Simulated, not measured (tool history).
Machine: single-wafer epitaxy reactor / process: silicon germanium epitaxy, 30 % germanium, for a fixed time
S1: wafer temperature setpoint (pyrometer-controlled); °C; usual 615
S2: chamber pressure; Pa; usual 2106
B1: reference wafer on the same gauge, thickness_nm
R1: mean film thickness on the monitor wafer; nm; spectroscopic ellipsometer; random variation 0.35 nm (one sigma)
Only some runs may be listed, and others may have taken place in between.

run 1 day=0.000 | S1=615 S2=2106 | B1=69.002 | R1=67.929
run 2 day=7.558 | S1=615 S2=2106 | B1=68.871 | R1=67.359
run 3 day=10.117 | S1=615 S2=2106 | B1=68.717 | R1=68.259
run 4 day=12.179 | S1=615 S2=2106 | B1=68.896 | R1=67.538
run 5 day=13.217 | S1=615 S2=2346 | B1=68.846 | R1=71.869
run 6 day=15.858 | S1=615 S2=2346 | B1=68.895 | R1=71.777
run 7 day=17.546 | S1=615 S2=2346 | B1=68.904 | R1=71.797
run 8 day=20.079 | S1=615 S2=2106 | B1=68.879 | R1=68.069
run 9 day=22.033 | S1=605 S2=2106 | B1=68.859 | R1=56.174
-- day=23.812 showerhead replaced
run 10 day=24.950 | S1=624 S2=1813 | B1=68.880 | R1=73.981
run 11 day=26.433 | S1=624 S2=1813 | B1=68.910 | R1=74.348
run 12 day=28.296 | S1=624 S2=1813 | B1=68.717 | R1=74.305
run 13 day=29.817 | S1=606 S2=1773 | B1=68.904 | R1=52.748
run 14 day=35.783 | S1=608 S2=2360 | B1=68.891 | R1=63.112
run 15 day=37.983 | S1=601 S2=1893 | B1=68.916 | R1=49.056
-- day=39.425 gauge calibrated
run 16 day=39.612 | S1=623 S2=1787 | B1=68.808 | R1=72.397
run 17 day=41.492 | S1=619 S2=2440 | B1=68.941 | R1=78.904
-- day=41.896 pyrometer calibrated
-- day=42.175 capacitance manometer re-zeroed and calibrated
run 18 day=44.146 | S1=627 S2=1773 | B1=68.895 | R1=77.466
run 19 day=45.983 | S1=615 S2=2106 | B1=68.854 | R1=67.712
run 20 day=48.171 | S1=615 S2=1840 | B1=68.856 | R1=63.331
run 21 day=50.946 | S1=615 S2=2346 | B1=69.083 | R1=72.607
run 22 day=53.708 | S1=626 S2=2466 | B1=68.840 | R1=90.627
run 23 day=56.325 | S1=615 S2=2106 | B1=68.860 | R1=67.821
run 24 day=58.708 | S1=615 S2=2413 | B1=68.819 | R1=72.321
run 25 day=61.238 | S1=621 S2=1653 | B1=68.900 | R1=66.524

What the log doesn't show, run by run:
wafer temperature above the value expected at the setpoint (K): 0 in every run
true pressure above the setpoint (%): 0 in every run
gauge reads high (%): 0 in every run
